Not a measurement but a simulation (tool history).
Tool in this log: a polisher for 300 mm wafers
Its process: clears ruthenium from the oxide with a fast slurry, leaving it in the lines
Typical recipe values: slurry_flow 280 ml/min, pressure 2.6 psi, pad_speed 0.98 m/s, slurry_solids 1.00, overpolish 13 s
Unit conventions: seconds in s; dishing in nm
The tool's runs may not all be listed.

| run | hour | slurry_flow | pressure | pad_speed | slurry_solids | overpolish | incoming thickness of the incoming film, nm | seconds | dishing |
|---|---|---|---|---|---|---|---|---|---|
| 1 | 0.0 | 280 | 2.6 | 0.98 | 1.00 | 13 | 303.2 | 77.6 | 36.2 |
|  | 29.0 | slurry nozzle cleaned |
| 2 | 47.4 | 280 | 2.6 | 0.98 | 1.00 | 13 | 302.8 | 79.0 | 36.8 |
| 3 | 113.1 | 280 | 2.6 | 0.98 | 1.00 | 13 | 300.6 | 80.5 | 36.0 |
| 4 | 160.7 | 280 | 3.3 | 0.98 | 1.00 | 13 | 299.8 | 65.4 | 40.8 |
| 5 | 242.4 | 280 | 2.6 | 0.98 | 1.00 | 8 | 304.1 | 88.2 | 20.6 |
|  | 266.6 | slurry blender recalibrated |
| 6 | 320.9 | 280 | 2.6 | 0.98 | 1.00 | 8 | 295.4 | 80.0 | 22.9 |
| 7 | 422.1 | 235 | 2.6 | 0.82 | 0.90 | 20 | 298.6 | 108.7 | 38.1 |
| 8 | 506.3 | 325 | 1.8 | 0.98 | 1.25 | 20 | 299.8 | 99.5 | 41.1 |
| 9 | 570.2 | 280 | 2.6 | 0.98 | 1.00 | 13 | 297.4 | 85.8 | 33.0 |
|  | 585.5 | worn pad replaced by a new one |
| 10 | 661.5 | 200 | 2.6 | 0.98 | 1.00 | 13 | 295.1 | 81.0 | 34.2 |
|  | 701.6 | head pressure recalibrated |
| 11 | 743.5 | 280 | 2.6 | 0.98 | 1.00 | 13 | 300.3 | 83.3 | 34.8 |
|  | 828.2 | slurry nozzle cleaned |
| 12 | 850.5 | 280 | 2.6 | 1.32 | 1.00 | 5 | 294.7 | 63.4 | 18.4 |
|  | 915.1 | slurry blender recalibrated |
| 13 | 1053.3 | 355 | 2.6 | 0.80 | 0.90 | 21 | 298.3 | 106.3 | 41.6 |
| 14 | 1133.8 | 280 | 2.6 | 0.98 | 1.00 | 13 | 305.6 | 85.0 | 34.2 |
| 15 | 1185.3 | 280 | 2.6 | 0.98 | 1.00 | 17 | 299.4 | 86.3 | 41.3 |
|  | 1205.3 | worn pad replaced by a new one |
| 16 | 1235.3 | 355 | 2.2 | 0.98 | 1.00 | 17 | 296.4 | 83.7 | 41.9 |
| 17 | 1334.1 | 280 | 2.6 | 0.98 | 1.00 | 13 | 297.4 | 77.6 | 37.0 |
|  | 1365.7 | head pressure recalibrated |
| 18 | 1402.3 | 280 | 3.0 | 0.66 | 0.75 | 7 | 301.4 | 127.4 | 13.1 |

Expected results for the next run?
| 19 | 1444.3 | 280 | 1.8 | 0.98 | 1.00 | 13 | 297.2 | ? | ? |

{"run 19": {"seconds": 109.5, "dishing": 25.7}}
Without the tool's hidden state the same run would have given seconds 99.6 s, dishing 28.0 nm.
